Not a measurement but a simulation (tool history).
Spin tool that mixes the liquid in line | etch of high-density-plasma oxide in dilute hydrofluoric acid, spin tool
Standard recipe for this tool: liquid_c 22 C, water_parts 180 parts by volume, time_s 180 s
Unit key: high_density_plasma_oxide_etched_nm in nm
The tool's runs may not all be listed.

run,hour,liquid_c,water_parts,time_s,wafers since the last listed run,hours since the thermometer was replaced,hours since the hydrofluoric acid flow meter was replaced,hours since the gauge calibration,"read-back film thickness of the high-density-plasma oxide reference wafer, read on the same gauge (nm)",high_density_plasma_oxide_etched_nm
1,0,22,180,180,0,479.5,423.5,678.8,112.39,7.03
2,65.1,22,180,180,610,544.6,488.6,743.9,112.63,7.28
3,105.3,22,180,220,376,584.8,528.8,784.1,112.8,8.72
4,353.7,22,180,220,2329,833.2,777.2,1032.5,114.01,8.77
5,447.9,19.5,180,180,883,927.4,871.4,1126.7,114.59,6.55
6,541.3,22,180,180,875,1020.8,964.8,1220.1,115.13,7.26
# hour 643.4: thermometer replaced
7,644.9,22,180,180,962,1.5,1068.4,1323.7,115.89,7.31
8,747,21,180,180,957,103.6,1170.5,1425.8,116.63,7.14
# hour 848.2: gauge calibrated
9,848.8,21,180,180,954,205.4,1272.3,0.6,108.95,6.64
# hour 895.8: hydrofluoric acid flow meter replaced
10,899.2,21,180,180,463,255.8,3.4,51,108.95,6.57
11,987.1,24.5,145,150,824,343.7,91.3,138.9,109,8.19
12,1062.5,24,180,180,707,419.1,166.7,214.3,109.05,7.48
13,1159.3,26.5,180,80,907,515.9,263.5,311.1,109.18,3.63
14,1238.3,22,180,180,740,594.9,342.5,390.1,109.37,6.9
15,1316.6,26,180,180,734,673.2,420.8,468.4,109.53,8.14
16,1356.8,18.5,180,180,376,713.4,461,508.6,109.65,5.98
17,1418.2,26,210,245,575,774.8,522.4,570,109.82,9.14
18,1489.8,17.5,180,180,671,846.4,594,641.6,110.07,5.86
19,1529.5,26.5,180,100,372,886.1,633.7,681.3,110.2,4.57
20,1631.6,18,115,250,957,988.2,735.8,783.4,110.62,13.98
21,1701.7,18,115,250,657,1058.3,805.9,853.5,110.94,13.93

Exercise: give the hidden state of the tool at every run:
liquid hotter than its thermometer reads (K): 0 in every run
hydrofluoric acid flow above the setpoint (%): 0 in every run
H1: gauge reads high (%)
run,H1
1,2.16
2,2.38
3,2.54
4,3.65
5,4.16
6,4.7
7,5.35
8,6.04
9,-0.96
10,-0.954
11,-0.912
12,-0.846
13,-0.721
14,-0.584
15,-0.417
16,-0.32
17,-0.157
18,0.0579
19,0.188
20,0.558
21,0.841
